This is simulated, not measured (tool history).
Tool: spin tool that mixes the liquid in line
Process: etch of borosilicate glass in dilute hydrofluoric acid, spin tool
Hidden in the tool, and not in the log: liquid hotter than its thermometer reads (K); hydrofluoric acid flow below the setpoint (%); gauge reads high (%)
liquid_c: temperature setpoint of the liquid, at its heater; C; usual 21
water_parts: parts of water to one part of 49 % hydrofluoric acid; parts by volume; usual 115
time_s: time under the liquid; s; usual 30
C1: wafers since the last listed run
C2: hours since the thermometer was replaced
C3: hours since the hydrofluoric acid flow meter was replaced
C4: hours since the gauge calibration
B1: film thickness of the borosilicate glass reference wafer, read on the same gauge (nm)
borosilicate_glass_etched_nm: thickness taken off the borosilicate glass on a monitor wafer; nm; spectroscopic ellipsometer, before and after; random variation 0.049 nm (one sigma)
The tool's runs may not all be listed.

{"run": 1, "day": 0.0, "liquid_c": 21, "water_parts": 115, "time_s": 30, "C1": 0, "C2": 531.6, "C3": 1035, "C4": 303.9, "B1": 50.03, "borosilicate_glass_etched_nm": 6.59}
{"run": 2, "day": 0.729, "liquid_c": 21, "water_parts": 115, "time_s": 30, "C1": 169, "C2": 549.1, "C3": 1052.5, "C4": 321.4, "B1": 50.03, "borosilicate_glass_etched_nm": 6.65}
{"run": 3, "day": 1.133, "liquid_c": 25, "water_parts": 115, "time_s": 20, "C1": 93, "C2": 558.8, "C3": 1062.2, "C4": 331.1, "B1": 49.98, "borosilicate_glass_etched_nm": 5.08}
{"run": 4, "day": 1.45, "liquid_c": 25, "water_parts": 115, "time_s": 20, "C1": 73, "C2": 566.4, "C3": 1069.8, "C4": 338.7, "B1": 49.99, "borosilicate_glass_etched_nm": 5.13}
{"run": 5, "day": 2.167, "liquid_c": 22, "water_parts": 115, "time_s": 30, "C1": 166, "C2": 583.6, "C3": 1087, "C4": 355.9, "B1": 50.02, "borosilicate_glass_etched_nm": 6.93}
{"run": 6, "day": 2.592, "liquid_c": 22, "water_parts": 115, "time_s": 30, "C1": 98, "C2": 593.8, "C3": 1097.2, "C4": 366.1, "B1": 49.99, "borosilicate_glass_etched_nm": 6.87}
{"day": 2.775, "done": "hydrofluoric acid flow meter replaced"}
{"run": 7, "day": 3.258, "liquid_c": 22, "water_parts": 115, "time_s": 30, "C1": 145, "C2": 609.8, "C3": 11.6, "C4": 382.1, "B1": 49.97, "borosilicate_glass_etched_nm": 6.99}
{"run": 8, "day": 3.846, "liquid_c": 21, "water_parts": 115, "time_s": 40, "C1": 136, "C2": 623.9, "C3": 25.7, "C4": 396.2, "B1": 50.01, "borosilicate_glass_etched_nm": 8.95}
{"run": 9, "day": 4.271, "liquid_c": 21, "water_parts": 115, "time_s": 40, "C1": 98, "C2": 634.1, "C3": 35.9, "C4": 406.4, "B1": 50.01, "borosilicate_glass_etched_nm": 8.97}
{"run": 10, "day": 4.875, "liquid_c": 21, "water_parts": 115, "time_s": 40, "C1": 140, "C2": 648.6, "C3": 50.4, "C4": 420.9, "B1": 50.01, "borosilicate_glass_etched_nm": 9.09}
{"run": 11, "day": 5.612, "liquid_c": 21, "water_parts": 115, "time_s": 30, "C1": 171, "C2": 666.3, "C3": 68.1, "C4": 438.6, "B1": 50, "borosilicate_glass_etched_nm": 6.76}
{"run": 12, "day": 6.471, "liquid_c": 21, "water_parts": 115, "time_s": 30, "C1": 199, "C2": 686.9, "C3": 88.7, "C4": 459.2, "B1": 50, "borosilicate_glass_etched_nm": 6.73}
{"run": 13, "day": 7.171, "liquid_c": 18.5, "water_parts": 135, "time_s": 15, "C1": 162, "C2": 703.7, "C3": 105.5, "C4": 476, "B1": 50, "borosilicate_glass_etched_nm": 2.54}
{"run": 14, "day": 7.667, "liquid_c": 23, "water_parts": 80, "time_s": 15, "C1": 115, "C2": 715.6, "C3": 117.4, "C4": 487.9, "B1": 50.01, "borosilicate_glass_etched_nm": 5.48}
{"run": 15, "day": 8.342, "liquid_c": 21, "water_parts": 75, "time_s": 40, "C1": 156, "C2": 731.8, "C3": 133.6, "C4": 504.1, "B1": 50.02, "borosilicate_glass_etched_nm": 14.55}
{"day": 8.767, "done": "gauge calibrated"}
{"run": 16, "day": 9.079, "liquid_c": 17, "water_parts": 170, "time_s": 45, "C1": 171, "C2": 749.5, "C3": 151.3, "C4": 7.5, "B1": 50.01, "borosilicate_glass_etched_nm": 5.49}
{"run": 17, "day": 9.596, "liquid_c": 21, "water_parts": 115, "time_s": 30, "C1": 120, "C2": 761.9, "C3": 163.7, "C4": 19.9, "B1": 49.96, "borosilicate_glass_etched_nm": 6.8}
{"run": 18, "day": 9.988, "liquid_c": 26, "water_parts": 100, "time_s": 35, "C1": 91, "C2": 771.3, "C3": 173.1, "C4": 29.3, "B1": 49.95, "borosilicate_glass_etched_nm": 11.38}
{"run": 19, "day": 10.312, "liquid_c": 26, "water_parts": 115, "time_s": 45, "C1": 75, "C2": 779.1, "C3": 180.9, "C4": 37.1, "B1": 49.97, "borosilicate_glass_etched_nm": 12.29}
{"day": 10.533, "done": "thermometer replaced"}
{"run": 20, "day": 10.971, "liquid_c": 19.5, "water_parts": 75, "time_s": 45, "C1": 143, "C2": 10.5, "C3": 196.7, "C4": 52.9, "B1": 50.03, "borosilicate_glass_etched_nm": 13.7}
{"run": 21, "day": 11.471, "liquid_c": 21, "water_parts": 115, "time_s": 15, "C1": 116, "C2": 22.5, "C3": 208.7, "C4": 64.9, "B1": 50, "borosilicate_glass_etched_nm": 3.07}
{"run": 22, "day": 11.871, "liquid_c": 21, "water_parts": 115, "time_s": 20, "C1": 92, "C2": 32.1, "C3": 218.3, "C4": 74.5, "B1": 49.99, "borosilicate_glass_etched_nm": 4.12}
{"run": 23, "day": 12.246, "liquid_c": 17, "water_parts": 60, "time_s": 30, "C1": 87, "C2": 41.1, "C3": 227.3, "C4": 83.5, "B1": 49.99, "borosilicate_glass_etched_nm": 10.55}
{"run": 24, "day": 12.592, "liquid_c": 21, "water_parts": 115, "time_s": 30, "C1": 80, "C2": 49.4, "C3": 235.6, "C4": 91.8, "B1": 50, "borosilicate_glass_etched_nm": 6.15}
{"run": 25, "day": 12.904, "liquid_c": 17, "water_parts": 80, "time_s": 35, "C1": 72, "C2": 56.9, "C3": 243.1, "C4": 99.3, "B1": 50.03, "borosilicate_glass_etched_nm": 9.23}
{"run": 26, "day": 13.488, "liquid_c": 21, "water_parts": 115, "time_s": 15, "C1": 135, "C2": 70.9, "C3": 257.1, "C4": 113.3, "B1": 50.02, "borosilicate_glass_etched_nm": 3.09}
{"run": 27, "day": 13.979, "liquid_c": 21, "water_parts": 115, "time_s": 45, "C1": 114, "C2": 82.7, "C3": 268.9, "C4": 125.1, "B1": 50.02, "borosilicate_glass_etched_nm": 9.33}
{"run": 28, "day": 14.3, "liquid_c": 21, "water_parts": 115, "time_s": 30, "C1": 74, "C2": 90.4, "C3": 276.6, "C4": 132.8, "B1": 50.02, "borosilicate_glass_etched_nm": 6.25}
{"run": 29, "day": 14.817, "liquid_c": 22.5, "water_parts": 140, "time_s": 50, "C1": 120, "C2": 102.8, "C3": 289, "C4": 145.2, "B1": 50.02, "borosilicate_glass_etched_nm": 8.85}
{"run": 30, "day": 15.154, "liquid_c": 21, "water_parts": 115, "time_s": 40, "C1": 78, "C2": 110.9, "C3": 297.1, "C4": 153.3, "B1": 50, "borosilicate_glass_etched_nm": 8.31}
{"run": 31, "day": 15.592, "liquid_c": 23.5, "water_parts": 70, "time_s": 15, "C1": 101, "C2": 121.4, "C3": 307.6, "C4": 163.8, "B1": 50.02, "borosilicate_glass_etched_nm": 5.96}
{"run": 32, "day": 15.938, "liquid_c": 21, "water_parts": 125, "time_s": 30, "C1": 80, "C2": 129.7, "C3": 315.9, "C4": 172.1, "B1": 49.98, "borosilicate_glass_etched_nm": 5.69}
{"run": 33, "day": 16.479, "liquid_c": 21, "water_parts": 175, "time_s": 45, "C1": 125, "C2": 142.7, "C3": 328.9, "C4": 185.1, "B1": 49.98, "borosilicate_glass_etched_nm": 5.83}

4 ways to go on from here, each from the tool as it stands after run 33. What would each give?
{"run": "A", "day": 16.496, "liquid_c": 21, "water_parts": 115, "time_s": 50, "C1": 3, "C2": 143.1, "C3": 329.3, "C4": 185.5, "B1": "?", "borosilicate_glass_etched_nm": "?"}
{"run": "B", "day": 16.496, "liquid_c": 17, "water_parts": 115, "time_s": 30, "C1": 3, "C2": 143.1, "C3": 329.3, "C4": 185.5, "B1": "?", "borosilicate_glass_etched_nm": "?"}
{"run": "C", "day": 16.496, "liquid_c": 17, "water_parts": 90, "time_s": 15, "C1": 3, "C2": 143.1, "C3": 329.3, "C4": 185.5, "B1": "?", "borosilicate_glass_etched_nm": "?"}
{"run": "D", "day": 16.496, "liquid_c": 18, "water_parts": 115, "time_s": 50, "C1": 3, "C2": 143.1, "C3": 329.3, "C4": 185.5, "B1": "?", "borosilicate_glass_etched_nm": "?"}

run=A B1=50 borosilicate_glass_etched_nm=10.39
run=B B1=50 borosilicate_glass_etched_nm=5.29
run=C B1=50 borosilicate_glass_etched_nm=3.47
run=D B1=50 borosilicate_glass_etched_nm=9.19
Without the tool's hidden state the same runs would have given:
run=A borosilicate_glass_etched_nm=10.19
run=B borosilicate_glass_etched_nm=5.19
run=C borosilicate_glass_etched_nm=3.4
run=D borosilicate_glass_etched_nm=9.02
